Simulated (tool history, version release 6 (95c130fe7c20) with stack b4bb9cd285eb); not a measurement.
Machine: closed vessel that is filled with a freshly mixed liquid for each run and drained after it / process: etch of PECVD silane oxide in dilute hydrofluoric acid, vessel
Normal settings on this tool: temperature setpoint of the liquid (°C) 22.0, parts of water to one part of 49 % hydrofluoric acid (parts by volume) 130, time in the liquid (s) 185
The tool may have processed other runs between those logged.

run   hour  temperature setpoint of the liquid (°C)  parts of water to one part of 49 % hydrofluoric acid (parts by volume)  time in the liquid (s)  wafers since the last listed run  hours since the thermometer was replaced  hours since the hydrofluoric acid flow meter was replaced  hours since the gauge calibration  read-back film thickness of the PECVD silane oxide reference wafer, read on the same gauge (nm)  thickness taken off the PECVD silane oxide on a monitor wafer (nm)
  1    0.0                                     22.0                                                                     130                     185                                 0                                    2114.5                                                      783.9                              214.4                                                                                           100.00                                                               22.71
  2   17.6                                     22.0                                                                     130                     185                              2108                                    2132.1                                                      801.5                              232.0                                                                                           100.02                                                               22.75
  3   31.8                                     22.0                                                                     110                     185                              1701                                    2146.3                                                      815.7                              246.2                                                                                           100.04                                                               27.61
  4   42.7                                     22.0                                                                     110                     185                              1305                                    2157.2                                                      826.6                              257.1                                                                                           100.04                                                               26.95
  5   55.9                                     22.0                                                                     130                     265                              1581                                    2170.4                                                      839.8                              270.3                                                                                           100.02                                                               32.24
  6   65.9                                     22.0                                                                     130                     265                              1198                                    2180.4                                                      849.8                              280.3                                                                                           100.01                                                               32.28
  7   74.2                                     22.0                                                                     130                     265                               994                                    2188.7                                                      858.1                              288.6                                                                                            99.99                                                               31.91
      76.8  -- gauge calibrated
  8   82.8                                     25.5                                                                     130                     225                              1030                                    2197.3                                                      866.7                                6.0                                                                                            99.98                                                               30.93
  9   92.7                                     22.0                                                                     130                     270                              1186                                    2207.2                                                      876.6                               15.9                                                                                           100.03                                                               32.36
 10  103.4                                     22.0                                                                     130                     270                              1281                                    2217.9                                                      887.3                               26.6                                                                                           100.01                                                               32.52
 11  114.8                                     22.0                                                                     130                     185                              1365                                    2229.3                                                      898.7                               38.0                                                                                            99.99                                                               22.32
 12  121.8                                     22.0                                                                     130                     185                               838                                    2236.3                                                      905.7                               45.0                                                                                            99.97                                                               22.39
 13  136.7                                     22.0                                                                     130                     185                              1785                                    2251.2                                                      920.6                               59.9                                                                                           100.01                                                               22.07
 14  149.0                                     22.0                                                                     130                     140                              1473                                    2263.5                                                      932.9                               72.2                                                                                           100.03                                                               16.69
 15  163.9                                     22.0                                                                     130                     185                              1785                                    2278.4                                                      947.8                               87.1                                                                                            99.97                                                               22.26
 16  174.2                                     18.5                                                                     155                     235                              1234                                    2288.7                                                      958.1                               97.4                                                                                           100.01                                                               19.76
     184.2  -- thermometer replaced
 17  184.6                                     22.0                                                                      70                     125                              1126                                       0.4                                                      968.5                              107.8                                                                                           100.05                                                               29.97
 18  193.2                                     19.5                                                                      85                     120                              1030                                       9.0                                                      977.1                              116.4                                                                                            99.96                                                               20.89
     195.6  -- hydrofluoric acid flow meter replaced
 19  199.6                                     27.0                                                                     130                     185                               646                                      15.4                                                        4.0                              122.8                                                                                           100.02                                                               30.88
 20  205.6                                     22.0                                                                     130                      95                               718                                      21.4                                                       10.0                              128.8                                                                                           100.02                                                               13.11
 21  218.7                                     22.0                                                                     190                     185                              1569                                      34.5                                                       23.1                              141.9                                                                                           100.01                                                               16.42
 22  232.6                                     22.0                                                                     130                     185                              1665                                      48.4                                                       37.0                              155.8                                                                                            99.99                                                               25.46
 23  241.4                                     17.5                                                                     110                     270                              1054                                      57.2                                                       45.8                              164.6                                                                                           100.01                                                               37.30
 24  249.9                                     22.0                                                                     130                     185                              1018                                      65.7                                                       54.3                              173.1                                                                                            99.99                                                               25.45

Below are 3 alternative next runs, each starting from the tool's condition after run 24. Predict each:
  A  250.6                                     22.0                                                                     130                     290                                83                                      66.4                                                       55.0                              173.8                                                                                                ?                                                                   ?
  B  250.6                                     23.5                                                                     130                     185                                83                                      66.4                                                       55.0                              173.8                                                                                                ?                                                                   ?
  C  250.6                                     25.0                                                                     160                     225                                83                                      66.4                                                       55.0                              173.8                                                                                                ?                                                                   ?

run  read-back film thickness of the PECVD silane oxide reference wafer, read on the same gauge (nm)  thickness taken off the PECVD silane oxide on a monitor wafer (nm)
  A                                                                                           100.02                                                               39.91
  B                                                                                           100.02                                                               27.00
  C                                                                                           100.02                                                               27.28
What these runs would have given with no unlogged condition in the tool:
run  thickness taken off the PECVD silane oxide on a monitor wafer (nm)
  A                                                               40.44
  B                                                               27.36
  C                                                               27.66
